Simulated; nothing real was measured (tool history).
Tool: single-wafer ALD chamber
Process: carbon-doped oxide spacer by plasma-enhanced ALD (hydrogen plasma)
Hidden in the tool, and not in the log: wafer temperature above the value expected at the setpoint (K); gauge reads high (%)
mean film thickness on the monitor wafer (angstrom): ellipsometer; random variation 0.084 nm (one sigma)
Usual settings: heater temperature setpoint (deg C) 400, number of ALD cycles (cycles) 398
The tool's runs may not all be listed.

run    hour  heater temperature setpoint (deg C)  number of ALD cycles (cycles)  wafers since the last listed run  hours since the last thermocouple change  hours since the gauge calibration  read-back reference wafer on the same gauge, thickness_nm  mean film thickness on the monitor wafer (angstrom)
  1     0.0                                  388                            398                                 0                                     588.0                             1442.9                                                     22.088                                               219.02
       24.5  -- gauge calibrated
  2    51.5                                  388                            398                                66                                     639.5                               27.0                                                     22.110                                               219.84
  3   105.1                                  400                            457                                68                                     693.1                               80.6                                                     22.053                                               250.09
  4   147.8                                  400                            398                                54                                     735.8                              123.3                                                     22.090                                               217.24
  5   206.4                                  400                            398                                75                                     794.4                              181.9                                                     22.096                                               217.96
  6   303.9                                  400                            398                               125                                     891.9                              279.4                                                     22.095                                               217.40
  7   366.1                                  400                            422                                79                                     954.1                              341.6                                                     22.097                                               229.45
  8   400.2                                  400                            398                                43                                     988.2                              375.7                                                     22.072                                               216.96
      428.5  -- thermocouple changed; heater temperature recalibrated
  9   441.8                                  400                            398                                43                                      13.3                              417.3                                                     22.115                                               219.06
 10   476.1                                  400                            398                                44                                      47.6                              451.6                                                     22.085                                               219.25
 11   532.9                                  400                            398                                72                                     104.4                              508.4                                                     22.106                                               218.06
 12   593.4                                  406                            398                                77                                     164.9                              568.9                                                     22.104                                               219.26
 13   662.3                                  412                            363                                88                                     233.8                              637.8                                                     22.121                                               197.98
 14   699.4                                  400                            398                                47                                     270.9                              674.9                                                     22.088                                               220.70
 15   724.9                                  400                            398                                32                                     296.4                              700.4                                                     22.055                                               220.30
      752.1  -- thermocouple changed; heater temperature recalibrated, repeated, since the last time left the tool worse
 16   781.4                                  400                            398                                62                                      29.3                              756.9                                                     22.096                                               218.39
 17   827.8                                  400                            398                                59                                      75.7                              803.3                                                     22.065                                               219.74
 18   873.1                                  400                            398                                58                                     121.0                              848.6                                                     22.089                                               218.39
 19   943.0                                  400                            398                                89                                     190.9                              918.5                                                     22.080                                               219.94
 20  1142.2                                  414                            333                               255                                     390.1                             1117.7                                                     22.081                                               174.14
 21  1270.0                                  389                            349                               164                                     517.9                             1245.5                                                     22.099                                               193.18
 22  1310.3                                  400                            398                                51                                     558.2                             1285.8                                                     22.065                                               218.18
 23  1365.6                                  408                            360                                71                                     613.5                             1341.1                                                     22.089                                               192.60
 24  1426.6                                  396                            398                                78                                     674.5                             1402.1                                                     22.090                                               219.39
 25  1523.8                                  413                            356                               124                                     771.7                             1499.3                                                     22.096                                               186.99
 26  1576.0                                  400                            398                                67                                     823.9                             1551.5                                                     22.093                                               217.60
     1632.1  -- gauge calibrated
 27  1723.5                                  390                            456                               189                                     971.4                               91.4                                                     22.051                                               253.86
 28  1753.7                                  411                            371                                38                                    1001.6                              121.6                                                     22.127                                               194.96
 29  1783.9                                  400                            398                                38                                    1031.8                              151.8                                                     22.096                                               216.93
 30  1817.1                                  413                            458                                42                                    1065.0                              185.0                                                     22.100                                               238.41
     1836.0  -- thermocouple changed; heater temperature recalibrated
 31  1866.6                                  394                            456                                53                                      30.6                              234.5                                                     22.107                                               251.30
 32  2057.6                                  400                            398                               245                                     221.6                              425.5                                                     22.067                                               219.08
 33  2087.1                                  395                            427                                37                                     251.1                              455.0                                                     22.118                                               237.15
 34  2146.5                                  400                            398                                76                                     310.5                              514.4                                                     22.086                                               218.69
 35  2196.0                                  390                            456                                63                                     360.0                              563.9                                                     22.086                                               252.53
 36  2259.1                                  388                            363                                81                                     423.1                              627.0                                                     22.110                                               199.11
 37  2405.8                                  400                            398                               188                                     569.8                              773.7                                                     22.096                                               218.37
 38  2470.0                                  414                            443                                82                                     634.0                              837.9                                                     22.066                                               232.56
 39  2499.2                                  400                            398                                37                                     663.2                              867.1                                                     22.129                                               218.76

The same runs without the tool's hidden state, with the same run-to-run variation:
run  mean film thickness on the monitor wafer (angstrom)
  1                                               219.02
  2                                               219.84
  3                                               252.46
  4                                               219.41
  5                                               220.30
  6                                               220.00
  7                                               232.38
  8                                               219.82
  9                                               219.06
 10                                               219.25
 11                                               218.06
 12                                               215.11
 13                                               193.56
 14                                               220.70
 15                                               220.30
 16                                               218.48
 17                                               219.96
 18                                               218.72
 19                                               220.46
 20                                               175.02
 21                                               193.18
 22                                               219.68
 23                                               194.09
 24                                               219.39
 25                                               188.84
 26                                               219.80
 27                                               253.86
 28                                               197.45
 29                                               219.69
 30                                               241.68
 31                                               251.30
 32                                               219.49
 33                                               237.15
 34                                               219.33
 35                                               252.53
 36                                               199.11
 37                                               219.70
 38                                               234.24
 39                                               220.35

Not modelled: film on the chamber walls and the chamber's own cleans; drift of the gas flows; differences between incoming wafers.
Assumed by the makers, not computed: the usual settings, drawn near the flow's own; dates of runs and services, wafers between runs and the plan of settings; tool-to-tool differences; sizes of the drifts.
